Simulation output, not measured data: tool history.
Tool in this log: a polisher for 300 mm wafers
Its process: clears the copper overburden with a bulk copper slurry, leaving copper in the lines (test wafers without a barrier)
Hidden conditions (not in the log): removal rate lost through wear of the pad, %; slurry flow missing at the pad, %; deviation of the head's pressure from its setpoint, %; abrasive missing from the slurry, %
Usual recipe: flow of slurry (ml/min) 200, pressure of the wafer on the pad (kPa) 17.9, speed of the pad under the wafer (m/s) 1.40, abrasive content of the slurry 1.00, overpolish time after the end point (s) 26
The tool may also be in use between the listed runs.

run   hour  flow of slurry (ml/min)  pressure of the wafer on the pad (kPa)  speed of the pad under the wafer (m/s)  abrasive content of the slurry  overpolish time after the end point (s)  wafers since the last listed run  wafers polished on this pad  hours since the slurry nozzle was cleaned  hours since the head pressure was calibrated  hours since the slurry blender was calibrated  incoming thickness of the incoming film, nm  time until the end point was called (s)  dishing of a wide line in a test structure (angstrom)
  1    0.0                      200                                    17.9                                    1.40                            1.00                                       26                                 0                          989                                      352.9                                         555.6                                          249.8                                        639.8                                     53.1                                                   1002
      21.5  -- worn pad replaced by a new one
  2   23.0                      200                                    17.9                                    1.40                            1.00                                       26                               165                           12                                      375.9                                         578.6                                          272.8                                        648.3                                     54.2                                                   1034
  3   40.5                      200                                    17.9                                    1.40                            1.00                                       26                               152                          165                                      393.4                                         596.1                                          290.3                                        630.6                                     52.3                                                    978
  4   65.7                      200                                    17.9                                    1.40                            1.00                                       26                               219                          385                                      418.6                                         621.3                                          315.5                                        630.2                                     52.8                                                    981
  5   84.0                      200                                    17.9                                    1.40                            1.00                                       26                               159                          544                                      436.9                                         639.6                                          333.8                                        629.0                                     52.6                                                   1010
  6  116.6                      200                                    17.9                                    1.40                            1.00                                       26                               284                          828                                      469.5                                         672.2                                          366.4                                        636.1                                     54.5                                                   1024
     126.7  -- slurry blender recalibrated
  7  137.6                      200                                    17.9                                    1.40                            1.00                                       26                               165                          994                                      490.5                                         693.2                                           10.9                                        631.9                                     53.4                                                   1013
     145.7  -- head pressure recalibrated
     151.1  -- worn pad replaced by a new one
  8  161.4                      200                                    17.9                                    1.40                            1.00                                       26                               155                           90                                      514.3                                          15.7                                           34.7                                        648.3                                     55.0                                                   1029
  9  197.4                      200                                    17.9                                    1.40                            1.00                                       26                               313                          404                                      550.3                                          51.7                                           70.7                                        628.0                                     54.6                                                   1009
 10  220.1                      200                                    17.9                                    1.62                            0.85                                       15                               197                          601                                      573.0                                          74.4                                           93.4                                        630.0                                     49.5                                                    830
     234.9  -- slurry nozzle cleaned
 11  243.2                      200                                    15.9                                    1.40                            1.00                                       26                               192                          794                                        8.3                                          97.5                                          116.5                                        637.9                                     58.4                                                    928
 12  275.8                      200                                    17.9                                    1.40                            1.00                                       26                               284                         1078                                       40.9                                         130.1                                          149.1                                        640.7                                     52.7                                                   1019
     284.9  -- worn pad replaced by a new one, of another model than before
 13  288.9                      200                                    17.9                                    1.40                            1.10                                       26                                79                           35                                       54.0                                         143.2                                          162.2                                        646.0                                     51.2                                                   1019
 14  307.4                      200                                    17.9                                    1.40                            1.00                                       26                               161                          196                                       72.5                                         161.7                                          180.7                                        641.1                                     52.1                                                    971
 15  325.5                      200                                    17.9                                    1.40                            1.00                                       26                               157                          354                                       90.6                                         179.8                                          198.8                                        641.6                                     51.9                                                   1042
 16  351.4                      260                                    15.2                                    1.40                            1.00                                       26                               225                          580                                      116.5                                         205.7                                          224.7                                        647.8                                     54.0                                                    943
 17  364.4                      130                                    17.9                                    1.70                            0.85                                       16                               113                          693                                      129.5                                         218.7                                          237.7                                        651.0                                     56.5                                                    807
 18  377.0                      170                                    17.9                                    1.62                            0.85                                       33                               109                          803                                      142.1                                         231.3                                          250.3                                        636.6                                     51.1                                                   1040
 19  390.9                      200                                    22.1                                    1.62                            1.30                                       26                               121                          924                                      156.0                                         245.2                                          264.2                                        635.7                                     38.5                                                   1159

Take each entry between the runs: how does the hidden state at the last listed run before it differ from the hidden state at the first listed run after it?
From run 1 to run 2: worn pad replaced by a new one (hour 21.5)
  slurry flow missing at the pad, %: 14.5 -> 15.9
  difference, measured minus the result without the unlogged condition, time until the end point was called (s): +1.3 -> +1.5; dishing of a wide line in a test structure (angstrom): -6 -> -7
From run 6 to run 7: slurry blender recalibrated (hour 126.7)
  slurry flow missing at the pad, %: 22.5 -> 24.2
  difference, measured minus the result without the unlogged condition, time until the end point was called (s): +2.3 -> +2.5; dishing of a wide line in a test structure (angstrom): -11 -> -12
From run 7 to run 8: head pressure recalibrated (hour 145.7); worn pad replaced by a new one (hour 151.1)
  slurry flow missing at the pad, %: 24.2 -> 26.2
  difference, measured minus the result without the unlogged condition, time until the end point was called (s): +2.5 -> +2.8; dishing of a wide line in a test structure (angstrom): -12 -> -14
From run 10 to run 11: slurry nozzle cleaned (hour 234.9)
  slurry flow missing at the pad, %: 31.5 -> 0.586
  difference, measured minus the result without the unlogged condition, time until the end point was called (s): +3.2 -> +0.1; dishing of a wide line in a test structure (angstrom): -26 -> +0
From run 12 to run 13: worn pad replaced by a new one, of another model than before (hour 284.9)
  slurry flow missing at the pad, %: 0.72 -> 0.824
  difference, measured minus the result without the unlogged condition, time until the end point was called (s): +0.0 -> +0.1; dishing of a wide line in a test structure (angstrom): +0 -> +0

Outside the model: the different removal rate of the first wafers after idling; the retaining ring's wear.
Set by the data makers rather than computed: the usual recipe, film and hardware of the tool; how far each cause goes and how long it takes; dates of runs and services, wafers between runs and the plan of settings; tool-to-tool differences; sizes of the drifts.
